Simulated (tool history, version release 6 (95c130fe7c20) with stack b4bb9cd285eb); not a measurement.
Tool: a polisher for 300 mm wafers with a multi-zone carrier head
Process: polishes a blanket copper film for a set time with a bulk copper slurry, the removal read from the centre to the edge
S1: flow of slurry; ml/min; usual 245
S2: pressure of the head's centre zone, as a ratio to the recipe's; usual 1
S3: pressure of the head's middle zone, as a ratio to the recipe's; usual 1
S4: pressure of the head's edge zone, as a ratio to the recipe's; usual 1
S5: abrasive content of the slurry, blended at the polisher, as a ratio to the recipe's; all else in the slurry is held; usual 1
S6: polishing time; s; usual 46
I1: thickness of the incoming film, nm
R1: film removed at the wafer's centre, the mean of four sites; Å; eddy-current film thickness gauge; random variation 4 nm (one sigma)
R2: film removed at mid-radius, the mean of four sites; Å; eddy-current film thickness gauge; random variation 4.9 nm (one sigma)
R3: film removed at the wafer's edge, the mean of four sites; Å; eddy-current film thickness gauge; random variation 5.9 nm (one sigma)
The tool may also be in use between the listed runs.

run	hour	S1	S2	S3	S4	S5	S6	I1	R1	R2	R3
1	0	275	1	1	1	1	46	2256	3915	3940	3959
2	69	245	1	1	1	1	46	2262.1	3763	3842	4050
3	151.3	245	1	1	1	1	46	2233.6	3771	3854	3904
# hour 210.8: centre zone pressure recalibrated
4	251.4	245	1	1	1	1	46	2235.2	3699	3812	3837
5	316.1	330	1	1	0.96	1	46	2223.8	3786	3897	3796
# hour 354.5: slurry nozzle cleaned
6	394.9	210	1.05	1.04	0.92	1	46	2269	3973	4097	3823
# hour 462.2: worn pad replaced by a new one
7	462.7	245	1	1.11	0.88	1	52	2189.7	4359	4935	4287
# hour 483.8: carrier head's membrane replaced by a new one
8	565.1	245	1.05	1	1	1	46	2283.2	3980	3892	3946
9	640.3	245	1	1	1	1	46	2234.9	3838	3843	3915
10	715.9	245	1	1	1	1	46	2260.1	3798	3843	3915
11	780	300	1	0.96	1	1	46	2218.9	3849	3903	4040
# hour 882.8: slurry nozzle cleaned
12	886.5	245	1	1	1	1	46	2229.9	3819	4099	3967
# hour 903.8: edge zone pressure recalibrated
13	935.4	245	1	0.93	1.04	1	46	2224	3843	3779	4173
14	977.6	245	1.11	1	1	0.9	46	2249.4	4107	3831	3855
# hour 1000.7: worn pad replaced by a new one
15	1043.6	275	1.07	1	1	0.9	46	2259.4	3982	3906	3754
# hour 1102.7: carrier head's membrane replaced by a new one
# hour 1140.1: centre zone pressure recalibrated
16	1146.9	245	1	1	1	1	41	2286	3403	3458	3513
17	1194.4	245	1	1	1.08	1	46	2250.6	3776	3920	3992
18	1300.8	245	1	1	1	1	36	2205.1	2890	2981	3050
19	1352.3	245	1	1	1	1	46	2244.4	3618	3789	3936
20	1424.8	245	1	1.07	1	1	46	2246.2	3510	4013	3786
# hour 1553.8: slurry nozzle cleaned
# hour 1577.2: worn pad replaced by a new one
21	1619.4	245	1	1.04	1.09	1	46	2234.1	3865	4173	4094
# hour 1677.9: carrier head's membrane replaced by a new one
22	1703	290	1.07	1	1	1	46	2230.1	4158	4152	4125

3 ways to go on from here, each from the tool as it stands after run 22. What would each give?
A	1703.4	245	1	1	1	1	46	2262.1	?	?	?
B	1703.4	215	1	1	1	0.75	46	2262.1	?	?	?
C	1703.4	290	1	1.12	1	1	46	2262.1	?	?	?

run	R1	R2	R3
A	3827	3924	3887
B	3534	3630	3611
C	3910	4395	3936
Without the tool's hidden state the same runs would have given:
run	R1	R2	R3
A	3892	3984	3932
B	3602	3692	3657
C	3967	4453	3975

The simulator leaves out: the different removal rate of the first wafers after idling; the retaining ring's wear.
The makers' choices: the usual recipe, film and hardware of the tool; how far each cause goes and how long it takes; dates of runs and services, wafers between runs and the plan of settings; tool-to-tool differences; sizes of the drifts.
